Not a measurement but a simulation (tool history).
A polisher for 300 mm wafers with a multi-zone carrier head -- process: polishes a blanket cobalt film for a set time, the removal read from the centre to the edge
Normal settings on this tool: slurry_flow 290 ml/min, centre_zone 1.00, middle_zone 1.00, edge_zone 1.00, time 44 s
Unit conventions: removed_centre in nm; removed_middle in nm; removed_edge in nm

run	hour	slurry_flow	centre_zone	middle_zone	edge_zone	time	incoming thickness of the incoming film, nm	removed_centre	removed_middle	removed_edge
1	0.0	290	1.00	1.00	1.00	44	1311.5	172.0	164.8	165.5
2	8.0	290	1.00	1.00	1.00	44	1297.6	173.6	163.5	168.4
3	21.5	290	1.00	1.00	1.00	44	1281.6	164.4	163.1	165.8
4	28.9	290	0.97	1.00	1.00	44	1304.1	167.9	160.3	168.1
5	44.1	290	0.97	1.00	1.00	44	1303.5	167.4	164.7	166.6
6	61.0	290	1.00	0.95	1.00	44	1321.8	170.9	160.7	167.3
7	73.1	345	1.09	1.00	1.00	50	1298.6	212.6	195.2	193.4
8	84.6	290	1.00	1.04	1.00	44	1329.3	170.1	169.1	167.2
9	102.1	290	1.00	1.00	1.00	44	1325.4	168.5	166.2	168.2
10	106.9	290	1.00	1.00	1.00	48	1312.6	184.8	181.2	180.5
11	122.4	290	1.00	1.00	1.00	44	1308.5	172.1	166.3	167.8
12	132.4	215	1.03	1.00	0.89	57	1312.2	216.2	207.6	202.4
13	150.2	290	1.00	1.00	1.12	44	1287.8	168.6	163.2	173.9
14	161.5	290	0.96	1.00	1.00	44	1322.7	167.8	167.9	167.5
15	178.0	360	0.91	0.94	1.05	44	1305.1	154.5	160.2	172.2
16	188.4	290	1.00	1.09	0.95	44	1284.4	173.3	174.7	164.4
17	198.7	385	0.94	1.00	1.00	44	1321.5	168.0	170.0	175.1
18	208.1	215	0.91	1.00	1.00	44	1290.2	149.2	156.8	164.2
19	222.9	290	0.89	1.00	1.00	44	1327.9	151.6	166.9	167.0
20	237.9	290	0.92	1.00	1.00	44	1308.7	154.8	163.4	168.3
21	249.7	355	1.00	0.91	1.00	40	1315.0	156.7	141.7	157.7
22	280.3	250	1.00	1.00	1.00	44	1327.8	167.7	159.6	168.0
23	289.4	290	0.92	1.00	0.92	44	1331.4	156.6	169.2	159.9

Missing from the log above: 8 entries noted between runs. For each, name the pair of listed runs it sits between and say how the tool's hidden condition differs from the listed run just before to the listed run just after:
After run 4, before run 5: worn pad replaced by a new one (hour 36.2)
  no difference in the tool's unlogged condition between these two runs
After run 6, before run 7: edge zone pressure recalibrated (hour 63.0)
  no difference in the tool's unlogged condition between these two runs
After run 8, before run 9: carrier head's membrane replaced by a new one (hour 101.6)
  no difference in the tool's unlogged condition between these two runs
After run 10, before run 11: slurry nozzle cleaned (hour 109.2)
  no difference in the tool's unlogged condition between these two runs
After run 11, before run 12: worn pad replaced by a new one (hour 128.4)
  no difference in the tool's unlogged condition between these two runs
After run 12, before run 13: centre zone pressure recalibrated (hour 135.0)
  no difference in the tool's unlogged condition between these two runs
After run 17, before run 18: worn pad replaced by a new one (hour 207.6)
  no difference in the tool's unlogged condition between these two runs
After run 21, before run 22: worn pad replaced by a new one (hour 278.1)
  no difference in the tool's unlogged condition between these two runs
